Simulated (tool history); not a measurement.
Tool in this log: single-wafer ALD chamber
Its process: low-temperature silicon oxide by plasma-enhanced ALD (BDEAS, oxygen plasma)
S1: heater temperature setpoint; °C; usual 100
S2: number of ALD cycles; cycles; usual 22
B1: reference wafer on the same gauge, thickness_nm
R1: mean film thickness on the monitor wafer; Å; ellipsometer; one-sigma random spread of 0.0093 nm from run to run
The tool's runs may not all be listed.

run    hour   S1  S2     B1     R1
  1     0.0  100  21  3.737  32.80
  2    22.7  100  21  3.740  32.82
  3   110.1  100  21  3.736  32.69
  4   124.6  100  24  3.738  37.63
  5   144.9  100  24  3.742  37.54
  6   159.7  100  24  3.735  37.54
  7   187.4  100  22  3.742  34.47
  8   217.4  100  22  3.741  34.25
  9   232.2  100  22  3.743  34.50
 10   244.3  100  22  3.742  34.41
 11   262.9  100  22  3.738  34.33
 12   280.1  100  22  3.741  34.40
 13   301.1  100  22  3.744  34.54
 14   322.2   93  22  3.741  35.37
 15   340.8  100  19  3.740  29.70
 16   363.0  100  19  3.737  29.59
 17   390.3  100  19  3.739  29.70
 18   419.1  100  22  3.745  34.29
 19   433.7  100  22  3.742  34.38
 20   469.7  100  22  3.738  34.50
 21   483.0  100  22  3.742  34.50
 22   508.8  110  24  3.741  36.61
      523.3  -- thermocouple changed; heater temperature recalibrated
 23   530.5  104  20  3.739  30.64
 24   563.3  100  22  3.740  33.89
 25   576.1  100  22  3.743  34.10
 26   593.4  100  22  3.741  33.98
 27   623.1  100  18  3.743  27.79
 28   653.6  115  20  3.741  30.12
 29   685.4  111  22  3.739  33.50
 30   708.7   94  20  3.738  31.64
 31   727.4   90  20  3.738  32.15
 32   763.3   93  22  3.736  34.98
 33   780.2   90  18  3.739  28.97
 34   808.4   95  26  3.737  41.15
 35   832.4   85  25  3.739  40.70
 36   863.0  100  22  3.737  34.32
 37   880.3   89  24  3.738  38.80
 38   896.3   90  22  3.740  35.38
 39   925.0   93  19  3.739  30.23
      935.0  -- gauge calibrated
 40   941.0   91  24  3.740  38.44
 41   956.4   85  23  3.736  37.50
 42   972.3  100  22  3.739  34.36
 43  1078.9  108  23  3.737  35.41
 44  1114.3  100  24  3.741  37.37
 45  1144.7   88  23  3.742  37.30
 46  1174.9   88  22  3.742  35.78
 47  1192.8   88  22  3.736  35.69

What the log doesn't show, run by run:
gauge reads high (%): 0 on each run
H1: wafer temperature above the value expected at the setpoint (K)
run      H1
  1   -4.05
  2   -4.08
  3    -4.2
  4   -4.22
  5   -4.24
  6   -4.26
  7   -4.29
  8   -4.32
  9   -4.33
 10   -4.34
 11   -4.36
 12   -4.38
 13    -4.4
 14   -4.41
 15   -4.43
 16   -4.45
 17   -4.47
 18   -4.49
 19    -4.5
 20   -4.52
 21   -4.53
 22   -4.55
 23   -0.49
 24  -0.851
 25  -0.986
 26   -1.16
 27   -1.46
 28   -1.74
 29   -2.02
 30   -2.22
 31   -2.37
 32   -2.64
 33   -2.77
 34   -2.97
 35   -3.13
 36   -3.32
 37   -3.43
 38   -3.52
 39   -3.68
 40   -3.77
 41   -3.85
 42   -3.93
 43   -4.43
 44   -4.57
 45   -4.69
 46   -4.79
 47   -4.86
